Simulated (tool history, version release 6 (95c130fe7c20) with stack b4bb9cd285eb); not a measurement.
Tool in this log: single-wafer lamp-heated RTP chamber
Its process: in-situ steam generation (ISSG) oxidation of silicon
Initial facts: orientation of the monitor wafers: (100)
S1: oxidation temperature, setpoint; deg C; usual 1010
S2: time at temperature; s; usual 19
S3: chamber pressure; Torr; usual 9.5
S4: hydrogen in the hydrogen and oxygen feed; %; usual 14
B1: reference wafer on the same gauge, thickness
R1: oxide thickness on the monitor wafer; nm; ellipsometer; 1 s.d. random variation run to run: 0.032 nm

Run 1, hour 0.0: usual settings but S2 16 s; B1 6.475. Result: R1 5.052 nm.
Run 2, hour 35.3: usual settings but S2 16 s; B1 6.474. Result: R1 5.102 nm.
Run 3, hour 100.5: usual settings but S1 999 deg C; B1 6.477. Result: R1 5.338 nm.
Run 4, hour 168.2: usual settings but S1 999 deg C; B1 6.465. Result: R1 5.171 nm.
Run 5, hour 232.4: usual settings but S1 999 deg C; B1 6.471. Result: R1 5.214 nm.
Run 6, hour 267.8: usual settings but S2 14 s; B1 6.477. Result: R1 4.683 nm.
Run 7, hour 293.4: usual settings but S2 14 s; B1 6.469. Result: R1 4.668 nm.
Run 8, hour 319.7: usual settings but S2 14 s; B1 6.474. Result: R1 4.715 nm.
Run 9, hour 349.2: usual settings but S3 8.5 Torr; B1 6.468. Result: R1 5.535 nm.
Run 10, hour 396.6: usual settings but S3 8.5 Torr; B1 6.471. Result: R1 5.460 nm.
Run 11, hour 429.5: usual settings but S2 25 s; B1 6.468. Result: R1 6.303 nm.
Run 12, hour 457.6: usual settings but S2 25 s; B1 6.465. Result: R1 6.317 nm.
Run 13, hour 526.1: usual settings; B1 6.470. Result: R1 5.609 nm.
Run 14, hour 588.4: usual settings; B1 6.472. Result: R1 5.420 nm.
Run 15, hour 635.4: usual settings but S2 16 s; B1 6.470. Result: R1 4.964 nm.
Run 16, hour 699.6: usual settings; B1 6.479. Result: R1 5.457 nm.
Run 17, hour 748.4: usual settings but S1 1028 deg C, S2 22 s, S3 9.0 Torr, S4 11 %; B1 6.467. Result: R1 6.082 nm.
Run 18, hour 773.9: usual settings but S1 1001 deg C, S3 10.2 Torr; B1 6.474. Result: R1 5.221 nm.
Run 19, hour 819.3: usual settings but S3 8.9 Torr; B1 6.470. Result: R1 5.478 nm.
Run 20, hour 851.3: usual settings but S2 16 s; B1 6.471. Result: R1 5.098 nm.
Run 21, hour 1009.6: usual settings but S1 1029 deg C, S3 10.0 Torr; B1 6.475. Result: R1 5.853 nm.
Run 22, hour 1046.4: usual settings; B1 6.472. Result: R1 5.354 nm.
Run 23, hour 1084.4: usual settings but S3 8.9 Torr, S4 11 %; B1 6.470. Result: R1 5.197 nm.
Run 24, hour 1142.4: usual settings but S1 1000 deg C, S3 8.2 Torr; B1 6.467. Result: R1 5.225 nm.
Run 25, hour 1199.8: usual settings but S1 1023 deg C, S2 12 s, S3 8.8 Torr; B1 6.473. Result: R1 4.607 nm.
Run 26, hour 1233.9: usual settings but S1 998 deg C, S4 19 %; B1 6.467. Result: R1 5.564 nm.
Run 27, hour 1286.5: usual settings but S4 11 %; B1 6.475. Result: R1 5.247 nm.
Run 28, hour 1311.7: usual settings but S1 997 deg C, S3 10.2 Torr; B1 6.470. Result: R1 5.165 nm.
Run 29, hour 1343.3: usual settings but S1 1004 deg C, S2 13 s; B1 6.468. Result: R1 4.503 nm.
Run 30, hour 1540.8: usual settings; B1 6.467. Result: R1 5.411 nm.
Run 31, hour 1582.8: usual settings but S1 1002 deg C, S2 17 s; B1 6.472. Result: R1 5.001 nm.
Run 32, hour 1634.2: usual settings but S2 26 s, S4 19 %; B1 6.465. Result: R1 6.757 nm.

Put back what was entered between runs (8 entries, withheld): which listed runs does each sit between, and how does the hidden state differ from the listed run before to the listed run after?
Run 1 -> run 2: gauge calibrated (hour 30.7)
  true wafer temperature minus pyrometer reading, K: 4.84 -> 5.94
  measured minus no-state result, R1: +0.099 -> +0.124 nm
Run 3 -> run 4: pyrometer window cleaned and pyrometer calibrated (hour 143.2)
  true wafer temperature minus pyrometer reading, K: 8.29 -> 0.041
  measured minus no-state result, R1: +0.177 -> +0.001 nm
Run 13 -> run 14: pyrometer window cleaned and pyrometer calibrated (hour 550.3)
  true wafer temperature minus pyrometer reading, K: 7.39 -> 0.375
  measured minus no-state result, R1: +0.178 -> +0.009 nm
Run 14 -> run 15: hydrogen flow controller replaced (hour 623.1)
  true wafer temperature minus pyrometer reading, K: 0.375 -> 0.666
  measured minus no-state result, R1: +0.009 -> +0.013 nm
Run 20 -> run 21: pressure gauge zeroed (hour 980.2); pyrometer window cleaned and pyrometer calibrated (hour 1009.1)
  true wafer temperature minus pyrometer reading, K: 4.86 -> 0.365
  measured minus no-state result, R1: +0.102 -> +0.011 nm
Run 23 -> run 24: gauge calibrated (hour 1089.3)
  true wafer temperature minus pyrometer reading, K: 0.65 -> 1.26
  measured minus no-state result, R1: +0.014 -> +0.026 nm
Run 29 -> run 30: pyrometer window cleaned and pyrometer calibrated (hour 1434.3)
  true wafer temperature minus pyrometer reading, K: 5.98 -> 0.9
  measured minus no-state result, R1: +0.099 -> +0.021 nm

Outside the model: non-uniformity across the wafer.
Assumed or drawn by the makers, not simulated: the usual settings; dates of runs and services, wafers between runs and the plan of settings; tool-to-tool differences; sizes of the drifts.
